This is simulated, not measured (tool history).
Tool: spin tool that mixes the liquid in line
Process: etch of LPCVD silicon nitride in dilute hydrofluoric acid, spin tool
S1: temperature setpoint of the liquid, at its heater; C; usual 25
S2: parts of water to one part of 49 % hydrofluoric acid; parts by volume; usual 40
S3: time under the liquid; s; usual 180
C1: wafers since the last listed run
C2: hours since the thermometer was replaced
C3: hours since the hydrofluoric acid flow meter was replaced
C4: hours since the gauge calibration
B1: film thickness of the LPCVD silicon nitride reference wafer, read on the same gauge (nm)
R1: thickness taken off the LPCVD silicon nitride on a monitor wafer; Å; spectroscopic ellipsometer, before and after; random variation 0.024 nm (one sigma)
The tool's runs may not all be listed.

Run 1, hour 0: usual settings but S1 29 C, S3 215 s; C1 0; C2 1704.6; C3 1544.2; C4 312.4; B1 30.03. Result: R1 35.53 Å.
Run 2, hour 9.9: usual settings but S1 29 C, S3 215 s; C1 90; C2 1714.5; C3 1554.1; C4 322.3; B1 29.998. Result: R1 35.23 Å.
Run 3, hour 43.6: usual settings but S1 29 C, S3 215 s; C1 309; C2 1748.2; C3 1587.8; C4 356; B1 30.004. Result: R1 35.85 Å.
At hour 52.5: thermometer replaced.
Run 4, hour 59.2: usual settings but S3 130 s; C1 134; C2 6.7; C3 1603.4; C4 371.6; B1 29.986. Result: R1 16.31 Å.
Run 5, hour 71.6: usual settings; C1 113; C2 19.1; C3 1615.8; C4 384; B1 30.021. Result: R1 22.7 Å.
Run 6, hour 84.3: usual settings; C1 116; C2 31.8; C3 1628.5; C4 396.7; B1 29.994. Result: R1 22.68 Å.
Run 7, hour 96.4: usual settings; C1 111; C2 43.9; C3 1640.6; C4 408.8; B1 29.964. Result: R1 22.76 Å.
Run 8, hour 103: usual settings but S1 27 C; C1 60; C2 50.5; C3 1647.2; C4 415.4; B1 29.981. Result: R1 25.99 Å.
Run 9, hour 109.5: usual settings but S1 27 C; C1 59; C2 57; C3 1653.7; C4 421.9; B1 30.013. Result: R1 26.26 Å.
Run 10, hour 126.4: usual settings but S1 27 C; C1 155; C2 73.9; C3 1670.6; C4 438.8; B1 30.027. Result: R1 26.11 Å.
Run 11, hour 134: usual settings; C1 69; C2 81.5; C3 1678.2; C4 446.4; B1 29.993. Result: R1 22.24 Å.
Run 12, hour 144.6: usual settings but S2 35 parts by volume; C1 97; C2 92.1; C3 1688.8; C4 457; B1 30.011. Result: R1 26.15 Å.
Run 13, hour 154.3: usual settings but S1 28 C, S3 120 s; C1 89; C2 101.8; C3 1698.5; C4 466.7; B1 30.009. Result: R1 18.39 Å.
Run 14, hour 168.6: usual settings; C1 131; C2 116.1; C3 1712.8; C4 481; B1 30.013. Result: R1 22.78 Å.
At hour 180.1: hydrofluoric acid flow meter replaced.
Run 15, hour 186.2: usual settings; C1 152; C2 133.7; C3 6.1; C4 498.6; B1 30.015. Result: R1 24.98 Å.
Run 16, hour 195.5: usual settings; C1 85; C2 143; C3 15.4; C4 507.9; B1 30.034. Result: R1 25.68 Å.
Run 17, hour 211.2: usual settings but S1 22 C, S2 30 parts by volume; C1 144; C2 158.7; C3 31.1; C4 523.6; B1 30.031. Result: R1 27 Å.
Run 18, hour 228.5: usual settings but S3 140 s; C1 158; C2 176; C3 48.4; C4 540.9; B1 30.002. Result: R1 20.08 Å.
Run 19, hour 238.9: usual settings but S1 23.5 C, S3 130 s; C1 95; C2 186.4; C3 58.8; C4 551.3; B1 30. Result: R1 16.57 Å.
Run 20, hour 255.3: usual settings but S1 29 C, S3 215 s; C1 150; C2 202.8; C3 75.2; C4 567.7; B1 30.001. Result: R1 39.07 Å.
At hour 262.9: gauge calibrated.
Run 21, hour 272.8: usual settings but S1 23 C, S2 55 parts by volume, S3 145 s; C1 160; C2 220.3; C3 92.7; C4 9.9; B1 30.002. Result: R1 13.03 Å.
Run 22, hour 285.1: usual settings but S1 22 C, S2 50 parts by volume, S3 115 s; C1 112; C2 232.6; C3 105; C4 22.2; B1 30.025. Result: R1 10.75 Å.
Run 23, hour 296.6: usual settings but S2 55 parts by volume, S3 225 s; C1 105; C2 244.1; C3 116.5; C4 33.7; B1 30.026. Result: R1 23.48 Å.
Run 24, hour 308.9: usual settings but S1 21.5 C, S2 55 parts by volume, S3 275 s; C1 112; C2 256.4; C3 128.8; C4 46; B1 29.999. Result: R1 22.02 Å.
Run 25, hour 324: usual settings but S1 30 C, S3 270 s; C1 138; C2 271.5; C3 143.9; C4 61.1; B1 30.007. Result: R1 52.45 Å.
Run 26, hour 330.7: usual settings; C1 61; C2 278.2; C3 150.6; C4 67.8; B1 29.993. Result: R1 25.28 Å.
Run 27, hour 344.3: usual settings but S1 27.5 C; C1 124; C2 291.8; C3 164.2; C4 81.4; B1 29.992. Result: R1 29.67 Å.
Run 28, hour 364.8: usual settings but S1 23 C, S2 45 parts by volume, S3 70 s; C1 188; C2 312.3; C3 184.7; C4 101.9; B1 29.989. Result: R1 7.58 Å.
Run 29, hour 372.5: usual settings but S2 50 parts by volume; C1 70; C2 320; C3 192.4; C4 109.6; B1 30.003. Result: R1 20.18 Å.
Run 30, hour 383.5: usual settings but S1 22.5 C, S2 60 parts by volume; C1 101; C2 331; C3 203.4; C4 120.6; B1 29.992. Result: R1 14.52 Å.
Run 31, hour 393.9: usual settings but S1 22.5 C, S2 30 parts by volume, S3 210 s; C1 95; C2 341.4; C3 213.8; C4 131; B1 30.018. Result: R1 32.12 Å.
Run 32, hour 404.2: usual settings but S1 21 C, S3 275 s; C1 94; C2 351.7; C3 224.1; C4 141.3; B1 30.016. Result: R1 29.49 Å.
Run 33, hour 427.2: usual settings but S1 23.5 C, S2 55 parts by volume, S3 75 s; C1 211; C2 374.7; C3 247.1; C4 164.3; B1 30.045. Result: R1 6.93 Å.

Forecast each of these 4 alternatives for the next run:
Run A, hour 427.7: usual settings; C1 4; C2 375.2; C3 247.6; C4 164.8; B1 ?. Result: R1 ?.
Run B, hour 427.7: usual settings but S1 27 C, S3 230 s; C1 4; C2 375.2; C3 247.6; C4 164.8; B1 ?. Result: R1 ?.
Run C, hour 427.7: usual settings but S1 23.5 C, S2 25 parts by volume, S3 255 s; C1 4; C2 375.2; C3 247.6; C4 164.8; B1 ?. Result: R1 ?.
Run D, hour 427.7: usual settings but S2 30 parts by volume, S3 270 s; C1 4; C2 375.2; C3 247.6; C4 164.8; B1 ?. Result: R1 ?.

run      B1     R1
  A  29.986  24.93
  B  29.986  36.41
  C  29.986  50.29
  D  29.986  49.47
Without the tool's hidden state the same runs would have given:
run     R1
  A  25.36
  B  37.03
  C  51.14
  D   50.3

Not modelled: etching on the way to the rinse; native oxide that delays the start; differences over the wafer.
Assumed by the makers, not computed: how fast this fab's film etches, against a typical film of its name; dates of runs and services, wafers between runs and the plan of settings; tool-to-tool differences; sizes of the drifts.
